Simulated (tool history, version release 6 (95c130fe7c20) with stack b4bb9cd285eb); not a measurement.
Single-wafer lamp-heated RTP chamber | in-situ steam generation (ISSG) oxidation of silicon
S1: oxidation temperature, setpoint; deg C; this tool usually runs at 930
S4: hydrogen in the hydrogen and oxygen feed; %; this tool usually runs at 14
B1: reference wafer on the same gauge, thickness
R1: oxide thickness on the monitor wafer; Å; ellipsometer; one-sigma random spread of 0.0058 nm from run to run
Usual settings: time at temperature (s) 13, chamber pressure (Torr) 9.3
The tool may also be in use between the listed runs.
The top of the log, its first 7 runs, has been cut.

{"run": 8, "hour": 741.6, "S1": 941, "time at temperature (s)": 13, "chamber pressure (Torr)": 9.3, "S4": 14, "B1": 3.029, "R1": 33.06}
{"run": 9, "hour": 805.0, "S1": 941, "time at temperature (s)": 13, "chamber pressure (Torr)": 9.3, "S4": 14, "B1": 3.027, "R1": 33.23}
{"run": 10, "hour": 908.4, "S1": 930, "time at temperature (s)": 13, "chamber pressure (Torr)": 10.1, "S4": 14, "B1": 3.03, "R1": 31.95}
{"run": 11, "hour": 979.0, "S1": 930, "time at temperature (s)": 13, "chamber pressure (Torr)": 10.1, "S4": 14, "B1": 3.031, "R1": 32}
{"run": 12, "hour": 1059.2, "S1": 912, "time at temperature (s)": 13, "chamber pressure (Torr)": 10.2, "S4": 11, "B1": 3.028, "R1": 29.32}
{"run": 13, "hour": 1146.0, "S1": 930, "time at temperature (s)": 13, "chamber pressure (Torr)": 8.2, "S4": 14, "B1": 3.03, "R1": 32.75}
{"run": 14, "hour": 1230.9, "S1": 930, "time at temperature (s)": 13, "chamber pressure (Torr)": 9.3, "S4": 21, "B1": 3.029, "R1": 35.76}
{"hour": 1353.8, "done": "pyrometer window cleaned and pyrometer calibrated"}
{"run": 15, "hour": 1488.6, "S1": 930, "time at temperature (s)": 10, "chamber pressure (Torr)": 10.2, "S4": 23, "B1": 3.03, "R1": 32.55}
{"run": 16, "hour": 1558.9, "S1": 922, "time at temperature (s)": 16, "chamber pressure (Torr)": 9.3, "S4": 14, "B1": 3.031, "R1": 34.38}
{"run": 17, "hour": 1645.7, "S1": 930, "time at temperature (s)": 13, "chamber pressure (Torr)": 9.3, "S4": 14, "B1": 3.031, "R1": 32.56}
{"run": 18, "hour": 1718.7, "S1": 930, "time at temperature (s)": 13, "chamber pressure (Torr)": 9.3, "S4": 11, "B1": 3.03, "R1": 30.78}
{"hour": 1773.9, "done": "pressure gauge zeroed"}
{"run": 19, "hour": 1824.2, "S1": 942, "time at temperature (s)": 18, "chamber pressure (Torr)": 10.2, "S4": 11, "B1": 3.03, "R1": 35.82}
{"run": 20, "hour": 1906.8, "S1": 930, "time at temperature (s)": 13, "chamber pressure (Torr)": 9.3, "S4": 14, "B1": 3.03, "R1": 32.51}
{"hour": 1940.6, "done": "hydrogen flow controller replaced"}
{"run": 21, "hour": 1974.6, "S1": 930, "time at temperature (s)": 12, "chamber pressure (Torr)": 9.3, "S4": 14, "B1": 3.029, "R1": 31.38}
{"run": 22, "hour": 2027.3, "S1": 930, "time at temperature (s)": 8, "chamber pressure (Torr)": 9.3, "S4": 14, "B1": 3.029, "R1": 27.19}
{"run": 23, "hour": 2111.6, "S1": 917, "time at temperature (s)": 9, "chamber pressure (Torr)": 8.6, "S4": 14, "B1": 3.03, "R1": 27.83}
{"hour": 2113.9, "done": "gauge calibrated"}
{"hour": 2142.8, "done": "pyrometer window cleaned and pyrometer calibrated"}
{"run": 24, "hour": 2433.4, "S1": 941, "time at temperature (s)": 9, "chamber pressure (Torr)": 8.5, "S4": 21, "B1": 3.031, "R1": 31.86}

Predict the results of run 25:
{"run": 25, "hour": 2513.1, "S1": 936, "time at temperature (s)": 10, "chamber pressure (Torr)": 9.3, "S4": 19, "B1": "?", "R1": "?"}

B1: 3.03
R1: 31.7 Å
If the tool had no hidden condition, the same run with the same run-to-run variation would have returned R1 31.58 Å.
